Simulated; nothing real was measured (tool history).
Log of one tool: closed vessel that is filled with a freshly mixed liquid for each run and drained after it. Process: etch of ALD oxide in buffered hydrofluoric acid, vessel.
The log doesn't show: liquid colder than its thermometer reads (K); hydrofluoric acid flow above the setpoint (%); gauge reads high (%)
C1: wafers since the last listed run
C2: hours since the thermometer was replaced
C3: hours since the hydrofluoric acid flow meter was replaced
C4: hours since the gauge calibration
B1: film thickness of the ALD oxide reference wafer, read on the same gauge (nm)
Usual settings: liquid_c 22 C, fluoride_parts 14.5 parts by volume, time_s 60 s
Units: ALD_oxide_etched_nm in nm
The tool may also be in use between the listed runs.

run 1 hour=0 | liquid_c=22 fluoride_parts=14.5 time_s=70 | C1=0 C2=738.2 C3=514.6 C4=632.9 | B1=59.99 | ALD_oxide_etched_nm=50.58
-- hour=172.3 thermometer replaced
run 2 hour=175.8 | liquid_c=22 fluoride_parts=14.5 time_s=60 | C1=18305 C2=3.5 C3=690.4 C4=808.7 | B1=59.92 | ALD_oxide_etched_nm=43.46
run 3 hour=209.3 | liquid_c=22 fluoride_parts=14.5 time_s=60 | C1=3508 C2=37 C3=723.9 C4=842.2 | B1=59.93 | ALD_oxide_etched_nm=43.64
run 4 hour=253.6 | liquid_c=25.5 fluoride_parts=17.5 time_s=60 | C1=4639 C2=81.3 C3=768.2 C4=886.5 | B1=59.87 | ALD_oxide_etched_nm=43.33
run 5 hour=296.2 | liquid_c=25.5 fluoride_parts=17.5 time_s=60 | C1=4461 C2=123.9 C3=810.8 C4=929.1 | B1=59.85 | ALD_oxide_etched_nm=43.56
run 6 hour=332 | liquid_c=22 fluoride_parts=14.5 time_s=60 | C1=3749 C2=159.7 C3=846.6 C4=964.9 | B1=59.79 | ALD_oxide_etched_nm=43.27
run 7 hour=363.9 | liquid_c=22 fluoride_parts=14.5 time_s=60 | C1=3340 C2=191.6 C3=878.5 C4=996.8 | B1=59.79 | ALD_oxide_etched_nm=43.16
run 8 hour=414.9 | liquid_c=22 fluoride_parts=14.5 time_s=60 | C1=5340 C2=242.6 C3=929.5 C4=1047.8 | B1=59.75 | ALD_oxide_etched_nm=42.99
run 9 hour=481.6 | liquid_c=22 fluoride_parts=14.5 time_s=60 | C1=6985 C2=309.3 C3=996.2 C4=1114.5 | B1=59.71 | ALD_oxide_etched_nm=42.88
run 10 hour=507 | liquid_c=23.5 fluoride_parts=11 time_s=60 | C1=2660 C2=334.7 C3=1021.6 C4=1139.9 | B1=59.71 | ALD_oxide_etched_nm=61.3
run 11 hour=560.7 | liquid_c=25 fluoride_parts=14.5 time_s=35 | C1=5623 C2=388.4 C3=1075.3 C4=1193.6 | B1=59.67 | ALD_oxide_etched_nm=29.66
run 12 hour=604.1 | liquid_c=25 fluoride_parts=14.5 time_s=35 | C1=4545 C2=431.8 C3=1118.7 C4=1237 | B1=59.61 | ALD_oxide_etched_nm=29.71
run 13 hour=647.4 | liquid_c=22 fluoride_parts=18 time_s=60 | C1=4534 C2=475.1 C3=1162 C4=1280.3 | B1=59.55 | ALD_oxide_etched_nm=34.86
run 14 hour=702.6 | liquid_c=22 fluoride_parts=18 time_s=60 | C1=5780 C2=530.3 C3=1217.2 C4=1335.5 | B1=59.53 | ALD_oxide_etched_nm=34.86
run 15 hour=728 | liquid_c=22 fluoride_parts=14.5 time_s=60 | C1=2660 C2=555.7 C3=1242.6 C4=1360.9 | B1=59.55 | ALD_oxide_etched_nm=43.11
run 16 hour=756.8 | liquid_c=22 fluoride_parts=14.5 time_s=60 | C1=3016 C2=584.5 C3=1271.4 C4=1389.7 | B1=59.53 | ALD_oxide_etched_nm=42.95
run 17 hour=827.7 | liquid_c=20.5 fluoride_parts=13 time_s=75 | C1=7425 C2=655.4 C3=1342.3 C4=1460.6 | B1=59.44 | ALD_oxide_etched_nm=55.15
run 18 hour=859.2 | liquid_c=26 fluoride_parts=14.5 time_s=80 | C1=3298 C2=686.9 C3=1373.8 C4=1492.1 | B1=59.42 | ALD_oxide_etched_nm=71.73
run 19 hour=915.5 | liquid_c=25 fluoride_parts=18 time_s=35 | C1=5896 C2=743.2 C3=1430.1 C4=1548.4 | B1=59.37 | ALD_oxide_etched_nm=23.86
run 20 hour=962.6 | liquid_c=22 fluoride_parts=14.5 time_s=85 | C1=4932 C2=790.3 C3=1477.2 C4=1595.5 | B1=59.27 | ALD_oxide_etched_nm=60.75
run 21 hour=1032.6 | liquid_c=20 fluoride_parts=9.5 time_s=45 | C1=7330 C2=860.3 C3=1547.2 C4=1665.5 | B1=59.24 | ALD_oxide_etched_nm=42.58
-- hour=1160.6 thermometer replaced
-- hour=1173.9 gauge calibrated
run 22 hour=1243.1 | liquid_c=25 fluoride_parts=14.5 time_s=60 | C1=21939 C2=82.5 C3=1757.7 C4=69.2 | B1=59.92 | ALD_oxide_etched_nm=50.84
-- hour=1253.7 hydrofluoric acid flow meter replaced
run 23 hour=1305.8 | liquid_c=22 fluoride_parts=14.5 time_s=60 | C1=6461 C2=145.2 C3=52.1 C4=131.9 | B1=59.94 | ALD_oxide_etched_nm=43.15
run 24 hour=1332.1 | liquid_c=22 fluoride_parts=14.5 time_s=60 | C1=2754 C2=171.5 C3=78.4 C4=158.2 | B1=59.93 | ALD_oxide_etched_nm=43.44
run 25 hour=1399.2 | liquid_c=22 fluoride_parts=14.5 time_s=60 | C1=7027 C2=238.6 C3=145.5 C4=225.3 | B1=59.91 | ALD_oxide_etched_nm=43.37
run 26 hour=1559 | liquid_c=22 fluoride_parts=14.5 time_s=30 | C1=16735 C2=398.4 C3=305.3 C4=385.1 | B1=59.9 | ALD_oxide_etched_nm=21.66
run 27 hour=1626.7 | liquid_c=22 fluoride_parts=20 time_s=40 | C1=7089 C2=466.1 C3=373 C4=452.8 | B1=59.86 | ALD_oxide_etched_nm=21.09
run 28 hour=1675.5 | liquid_c=24 fluoride_parts=14.5 time_s=60 | C1=5110 C2=514.9 C3=421.8 C4=501.6 | B1=59.81 | ALD_oxide_etched_nm=47.97
run 29 hour=1713.6 | liquid_c=22 fluoride_parts=12 time_s=60 | C1=3990 C2=553 C3=459.9 C4=539.7 | B1=59.81 | ALD_oxide_etched_nm=51.72
run 30 hour=1779.9 | liquid_c=22 fluoride_parts=9.5 time_s=40 | C1=6943 C2=619.3 C3=526.2 C4=606 | B1=59.78 | ALD_oxide_etched_nm=42.65
run 31 hour=1850.2 | liquid_c=25.5 fluoride_parts=14.5 time_s=45 | C1=7362 C2=689.6 C3=596.5 C4=676.3 | B1=59.75 | ALD_oxide_etched_nm=39.35
run 32 hour=1875.2 | liquid_c=22 fluoride_parts=20 time_s=60 | C1=2618 C2=714.6 C3=621.5 C4=701.3 | B1=59.75 | ALD_oxide_etched_nm=31.44
run 33 hour=1940.6 | liquid_c=25 fluoride_parts=12.5 time_s=45 | C1=6849 C2=780 C3=686.9 C4=766.7 | B1=59.75 | ALD_oxide_etched_nm=43.91

3 ways to go on from here, each from the tool as it stands after run 33. What would each give?
run A hour=1941.3 | liquid_c=22 fluoride_parts=9 time_s=60 | C1=73 C2=780.7 C3=687.6 C4=767.4 | B1=? | ALD_oxide_etched_nm=?
run B hour=1941.3 | liquid_c=25.5 fluoride_parts=10.5 time_s=85 | C1=73 C2=780.7 C3=687.6 C4=767.4 | B1=? | ALD_oxide_etched_nm=?
run C hour=1941.3 | liquid_c=23.5 fluoride_parts=14.5 time_s=60 | C1=73 C2=780.7 C3=687.6 C4=767.4 | B1=? | ALD_oxide_etched_nm=?

run=A B1=59.71 ALD_oxide_etched_nm=66.37
run=B B1=59.71 ALD_oxide_etched_nm=101.59
run=C B1=59.71 ALD_oxide_etched_nm=46.91
Without the tool's hidden state the same runs would have given:
run=A ALD_oxide_etched_nm=66.68
run=B ALD_oxide_etched_nm=102.07
run=C ALD_oxide_etched_nm=47.13
